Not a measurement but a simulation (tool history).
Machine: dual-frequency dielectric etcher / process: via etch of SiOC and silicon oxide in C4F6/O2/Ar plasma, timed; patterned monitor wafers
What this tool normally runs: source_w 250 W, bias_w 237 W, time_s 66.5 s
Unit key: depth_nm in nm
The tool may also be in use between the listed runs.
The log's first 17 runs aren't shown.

| run | hour | source_w | bias_w | time_s | read-back reference wafer on the same gauge, depth_nm | depth_nm |
|---|---|---|---|---|---|---|
| 18 | 391.7 | 220 | 237 | 76 | 57.7 | 63.3 |
| 19 | 425 | 250 | 237 | 66.5 | 57.7 | 59.4 |
| 20 | 457.7 | 280 | 295 | 81 | 57.7 | 85.3 |
| 21 | 476.4 | 210 | 237 | 66.5 | 57.7 | 53.2 |
| 22 | 488.9 | 250 | 237 | 66.5 | 57.7 | 59.4 |
|  | 528.5 | source power generator calibrated |
|  | 529.5 | wet clean of the chamber, repeated, since the last time left the tool worse |
| 23 | 530 | 250 | 237 | 66.5 | 57.7 | 63.4 |
| 24 | 621.4 | 250 | 237 | 66.5 | 57.6 | 63.1 |
| 25 | 641.1 | 250 | 222 | 59.5 | 57.6 | 55.1 |
| 26 | 656.1 | 290 | 181 | 73.5 | 57.6 | 68.4 |
| 27 | 692 | 250 | 237 | 66.5 | 57.7 | 63.3 |
| 28 | 718.3 | 290 | 261 | 66.5 | 57.7 | 71.6 |
| 29 | 745.4 | 250 | 237 | 66.5 | 57.7 | 62.6 |
| 30 | 770.2 | 210 | 291 | 66.5 | 57.6 | 61.2 |
| 31 | 788.2 | 280 | 252 | 61.5 | 57.8 | 63.4 |

What if the next run were any one of these 3? Each begins from the tool's condition after run 31:
| A | 788.6 | 250 | 237 | 66.5 | ? | ? |
| B | 788.6 | 250 | 277 | 66.5 | ? | ? |
| C | 788.6 | 280 | 284 | 82 | ? | ? |

| run | read-back reference wafer on the same gauge, depth_nm | depth_nm |
|---|---|---|
| A | 57.8 | 62.7 |
| B | 57.8 | 66.7 |
| C | 57.8 | 88.7 |
Without the tool's hidden state the same runs would have given:
| run | depth_nm |
|---|---|
| A | 63.6 |
| B | 67.7 |
| C | 90 |
